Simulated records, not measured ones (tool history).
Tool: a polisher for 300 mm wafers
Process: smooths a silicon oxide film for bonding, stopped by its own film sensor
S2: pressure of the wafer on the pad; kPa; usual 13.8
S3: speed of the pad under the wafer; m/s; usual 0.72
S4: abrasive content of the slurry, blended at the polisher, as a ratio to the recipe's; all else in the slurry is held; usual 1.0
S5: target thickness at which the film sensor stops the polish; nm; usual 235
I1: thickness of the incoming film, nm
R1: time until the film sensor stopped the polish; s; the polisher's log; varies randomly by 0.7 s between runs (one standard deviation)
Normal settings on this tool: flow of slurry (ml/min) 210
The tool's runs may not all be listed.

{"run": 1, "day": 0.0, "flow of slurry (ml/min)": 210, "S2": 13.8, "S3": 0.72, "S4": 1.0, "S5": 235, "I1": 284.1, "R1": 87.6}
{"day": 1.896, "done": "head pressure recalibrated"}
{"run": 2, "day": 2.575, "flow of slurry (ml/min)": 210, "S2": 13.8, "S3": 0.72, "S4": 1.0, "S5": 235, "I1": 279.9, "R1": 80.4}
{"run": 3, "day": 4.517, "flow of slurry (ml/min)": 210, "S2": 16.5, "S3": 0.72, "S4": 1.0, "S5": 235, "I1": 276.5, "R1": 65.8}
{"day": 5.408, "done": "slurry blender recalibrated"}
{"day": 5.467, "done": "worn pad replaced by a new one"}
{"day": 7.083, "done": "slurry nozzle cleaned"}
{"run": 4, "day": 7.858, "flow of slurry (ml/min)": 210, "S2": 16.5, "S3": 0.72, "S4": 1.0, "S5": 235, "I1": 276.5, "R1": 64.6}
{"run": 5, "day": 9.683, "flow of slurry (ml/min)": 210, "S2": 13.8, "S3": 0.72, "S4": 1.0, "S5": 246, "I1": 282.9, "R1": 66.3}
{"run": 6, "day": 12.021, "flow of slurry (ml/min)": 210, "S2": 13.8, "S3": 0.72, "S4": 1.0, "S5": 246, "I1": 278.5, "R1": 58.6}
{"run": 7, "day": 14.838, "flow of slurry (ml/min)": 210, "S2": 13.8, "S3": 0.72, "S4": 1.0, "S5": 235, "I1": 281.2, "R1": 84.1}
{"day": 18.35, "done": "worn pad replaced by a new one"}
{"run": 8, "day": 19.838, "flow of slurry (ml/min)": 210, "S2": 13.8, "S3": 0.58, "S4": 1.0, "S5": 235, "I1": 282.7, "R1": 102.3}
{"run": 9, "day": 21.912, "flow of slurry (ml/min)": 210, "S2": 13.8, "S3": 0.58, "S4": 1.0, "S5": 235, "I1": 278.5, "R1": 92.3}
{"day": 23.683, "done": "slurry blender recalibrated"}
{"day": 24.212, "done": "head pressure recalibrated"}
{"run": 10, "day": 26.375, "flow of slurry (ml/min)": 210, "S2": 13.8, "S3": 0.58, "S4": 1.0, "S5": 235, "I1": 279.3, "R1": 94.4}
{"day": 27.679, "done": "slurry nozzle cleaned"}
{"run": 11, "day": 29.188, "flow of slurry (ml/min)": 210, "S2": 17.9, "S3": 0.72, "S4": 1.0, "S5": 227, "I1": 280.9, "R1": 79.1}
{"day": 30.842, "done": "worn pad replaced by a new one"}
{"run": 12, "day": 33.296, "flow of slurry (ml/min)": 280, "S2": 13.8, "S3": 0.72, "S4": 1.1, "S5": 235, "I1": 279.6, "R1": 75.1}
{"run": 13, "day": 37.783, "flow of slurry (ml/min)": 210, "S2": 13.8, "S3": 0.84, "S4": 1.0, "S5": 235, "I1": 278.0, "R1": 69.0}
{"run": 14, "day": 41.146, "flow of slurry (ml/min)": 210, "S2": 13.8, "S3": 0.72, "S4": 1.0, "S5": 235, "I1": 278.9, "R1": 77.5}
{"day": 41.858, "done": "head pressure recalibrated"}
{"day": 42.542, "done": "worn pad replaced by a new one"}
{"run": 15, "day": 42.783, "flow of slurry (ml/min)": 210, "S2": 13.8, "S3": 0.58, "S4": 1.0, "S5": 235, "I1": 282.6, "R1": 100.4}
{"day": 43.5, "done": "slurry blender recalibrated"}
{"day": 44.654, "done": "slurry nozzle cleaned"}
{"run": 16, "day": 45.879, "flow of slurry (ml/min)": 265, "S2": 13.8, "S3": 0.94, "S4": 1.0, "S5": 229, "I1": 283.8, "R1": 77.3}
{"run": 17, "day": 48.958, "flow of slurry (ml/min)": 280, "S2": 13.8, "S3": 0.6, "S4": 1.0, "S5": 235, "I1": 283.9, "R1": 98.3}
{"run": 18, "day": 51.633, "flow of slurry (ml/min)": 210, "S2": 9.7, "S3": 0.72, "S4": 1.0, "S5": 235, "I1": 279.6, "R1": 102.3}
{"run": 19, "day": 53.333, "flow of slurry (ml/min)": 210, "S2": 9.7, "S3": 0.72, "S4": 1.2, "S5": 235, "I1": 282.2, "R1": 100.7}
{"day": 54.45, "done": "worn pad replaced by a new one"}
{"run": 20, "day": 57.379, "flow of slurry (ml/min)": 210, "S2": 13.8, "S3": 0.72, "S4": 1.0, "S5": 246, "I1": 282.4, "R1": 65.9}

Forecast each of these 4 alternatives for the next run:
{"run": "A", "day": 57.396, "flow of slurry (ml/min)": 210, "S2": 13.8, "S3": 0.72, "S4": 1.0, "S5": 242, "I1": 280.6, "R1": "?"}
{"run": "B", "day": 57.396, "flow of slurry (ml/min)": 210, "S2": 10.3, "S3": 0.92, "S4": 1.0, "S5": 228, "I1": 280.6, "R1": "?"}
{"run": "C", "day": 57.396, "flow of slurry (ml/min)": 210, "S2": 11.0, "S3": 0.72, "S4": 1.0, "S5": 235, "I1": 280.6, "R1": "?"}
{"run": "D", "day": 57.396, "flow of slurry (ml/min)": 210, "S2": 13.8, "S3": 0.5, "S4": 1.0, "S5": 235, "I1": 280.6, "R1": "?"}

run=A R1=68.7
run=B R1=93.6
run=C R1=94.7
run=D R1=108.7
What these runs would have given with no unlogged condition in the tool:
run=A R1=68.7
run=B R1=93.6
run=C R1=94.7
run=D R1=108.7
